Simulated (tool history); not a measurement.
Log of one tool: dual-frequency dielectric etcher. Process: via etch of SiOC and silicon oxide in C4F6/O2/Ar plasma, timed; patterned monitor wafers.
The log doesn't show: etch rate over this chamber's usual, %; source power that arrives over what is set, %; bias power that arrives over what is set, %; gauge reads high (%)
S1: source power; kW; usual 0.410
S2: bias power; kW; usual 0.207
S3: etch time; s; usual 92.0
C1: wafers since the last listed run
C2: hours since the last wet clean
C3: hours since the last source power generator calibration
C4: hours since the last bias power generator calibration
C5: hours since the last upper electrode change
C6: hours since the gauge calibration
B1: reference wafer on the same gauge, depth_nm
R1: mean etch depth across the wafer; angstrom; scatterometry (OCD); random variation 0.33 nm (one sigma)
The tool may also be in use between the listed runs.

run 1 day=0.000 | S1=0.410 S2=0.207 S3=92.0 | C1=0 C2=356.8 C3=1336.0 C4=2397.0 C5=750.7 C6=852.5 | B1=101.6 | R1=1087
-- day=2.596 wet clean of the chamber
run 2 day=2.617 | S1=0.410 S2=0.233 S3=92.0 | C1=283 C2=0.5 C3=1398.8 C4=2459.8 C5=813.5 C6=915.3 | B1=101.6 | R1=1124
run 3 day=5.096 | S1=0.410 S2=0.233 S3=92.0 | C1=435 C2=60.0 C3=1458.3 C4=2519.3 C5=873.0 C6=974.8 | B1=101.4 | R1=1127
run 4 day=8.088 | S1=0.410 S2=0.207 S3=92.0 | C1=524 C2=131.8 C3=1530.1 C4=2591.1 C5=944.8 C6=1046.6 | B1=101.3 | R1=1085
run 5 day=11.617 | S1=0.410 S2=0.207 S3=92.0 | C1=619 C2=216.5 C3=1614.8 C4=2675.8 C5=1029.5 C6=1131.3 | B1=101.3 | R1=1081
run 6 day=15.550 | S1=0.410 S2=0.207 S3=92.0 | C1=690 C2=310.9 C3=1709.2 C4=2770.2 C5=1123.9 C6=1225.7 | B1=101.2 | R1=1080
-- day=19.750 wet clean of the chamber
run 7 day=19.771 | S1=0.410 S2=0.207 S3=100.5 | C1=565 C2=0.5 C3=1810.5 C4=2871.5 C5=1225.2 C6=1327.0 | B1=101.0 | R1=1173
run 8 day=24.112 | S1=0.410 S2=0.207 S3=92.0 | C1=761 C2=104.7 C3=1914.7 C4=2975.7 C5=1329.4 C6=1431.2 | B1=100.8 | R1=1069
run 9 day=33.846 | S1=0.410 S2=0.207 S3=92.0 | C1=1707 C2=338.3 C3=2148.3 C4=3209.3 C5=1563.0 C6=1664.8 | B1=100.4 | R1=1067
-- day=34.696 gauge calibrated
run 10 day=38.217 | S1=0.410 S2=0.207 S3=114.0 | C1=766 C2=443.2 C3=2253.2 C4=3314.2 C5=1667.9 C6=84.5 | B1=102.0 | R1=1348
-- day=39.508 wet clean of the chamber
run 11 day=42.388 | S1=0.410 S2=0.207 S3=114.0 | C1=556 C2=69.1 C3=2353.3 C4=3414.3 C5=1768.0 C6=184.6 | B1=102.0 | R1=1346
-- day=44.042 source power generator calibrated
run 12 day=45.929 | S1=0.410 S2=0.207 S3=92.0 | C1=592 C2=154.1 C3=45.3 C4=3499.3 C5=1853.0 C6=269.6 | B1=101.9 | R1=1088
run 13 day=49.721 | S1=0.410 S2=0.207 S3=92.0 | C1=665 C2=245.1 C3=136.3 C4=3590.3 C5=1944.0 C6=360.6 | B1=101.8 | R1=1081
run 14 day=54.146 | S1=0.410 S2=0.207 S3=113.5 | C1=776 C2=351.3 C3=242.5 C4=3696.5 C5=2050.2 C6=466.8 | B1=101.8 | R1=1336
-- day=56.950 wet clean of the chamber
-- day=63.388 upper electrode replaced
run 15 day=63.808 | S1=0.500 S2=0.158 S3=92.0 | C1=1344 C2=164.6 C3=474.4 C4=3928.4 C5=10.1 C6=698.7 | B1=101.7 | R1=1065
-- day=65.808 bias power generator calibrated
run 16 day=67.854 | S1=0.340 S2=0.229 S3=92.0 | C1=680 C2=261.7 C3=571.5 C4=49.1 C5=107.2 C6=795.8 | B1=101.6 | R1=1056
run 17 day=70.958 | S1=0.410 S2=0.207 S3=84.5 | C1=544 C2=336.2 C3=646.0 C4=123.6 C5=181.7 C6=870.3 | B1=101.4 | R1=993
-- day=72.508 wet clean of the chamber
run 18 day=73.992 | S1=0.410 S2=0.207 S3=66.0 | C1=356 C2=35.6 C3=718.8 C4=196.4 C5=254.5 C6=943.1 | B1=101.5 | R1=774
run 19 day=75.700 | S1=0.370 S2=0.191 S3=92.0 | C1=299 C2=76.6 C3=759.8 C4=237.4 C5=295.5 C6=984.1 | B1=101.5 | R1=1018

The next listed run, before its measurement:
run 20 day=79.254 | S1=0.360 S2=0.207 S3=83.0 | C1=623 C2=161.9 C3=845.1 C4=322.7 C5=380.8 C6=1069.4 | B1=? | R1=?

Run 20 gave B1 101.2, R1 933 angstrom.
Without the tool's hidden state the same run would have given R1 940 angstrom.
